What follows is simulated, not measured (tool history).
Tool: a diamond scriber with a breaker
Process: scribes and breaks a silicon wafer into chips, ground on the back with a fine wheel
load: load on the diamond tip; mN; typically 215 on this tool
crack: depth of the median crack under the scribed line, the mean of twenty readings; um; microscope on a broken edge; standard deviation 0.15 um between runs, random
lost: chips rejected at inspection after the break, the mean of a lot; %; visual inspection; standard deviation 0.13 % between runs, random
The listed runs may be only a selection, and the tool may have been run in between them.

run,hour,load,"incoming depth of the damage left on the back of the incoming wafer, um",crack,lost
1,0.0,215,2.93,13.62,3.24
2,48.2,215,2.26,13.66,3.01
3,133.2,215,1.78,13.50,2.92
# hour 214.3: diamond tip replaced by a new one
4,228.3,215,2.46,14.38,2.51
5,318.7,215,1.58,14.38,2.18
6,412.5,179,2.93,12.85,5.59
7,495.7,179,2.06,12.83,4.91
8,559.1,179,2.90,12.79,6.65
# hour 709.4: load on the tip recalibrated
# hour 766.6: diamond tip replaced by a new one
9,787.3,215,2.25,14.57,1.95
10,871.3,215,1.69,14.58,2.20
11,975.4,161,1.63,12.30,6.52
12,1027.6,215,1.69,14.04,2.10
13,1116.5,252,2.96,15.33,2.84
14,1197.8,241,2.08,14.66,2.17
15,1253.7,273,1.89,15.92,2.87
# hour 1283.3: diamond tip replaced by a new one
16,1353.1,158,1.89,12.07,7.79
17,1447.4,243,1.91,14.94,2.28
18,1532.9,215,2.63,14.17,2.66
19,1592.6,192,2.05,13.32,3.97

Exercise: give the hidden state of the tool at every run:
deviation of the load on the tip from its setpoint, %: 0 across all the runs
H1: share of the diamond tip's cutting effectiveness lost through wear, %
run,H1
1,8.39
2,9.24
3,10.7
4,1.34
5,2.93
6,4.59
7,6.06
8,7.18
9,0.477
10,1.96
11,3.8
12,4.72
13,6.29
14,7.72
15,8.71
16,3.02
17,4.69
18,6.19
19,7.25
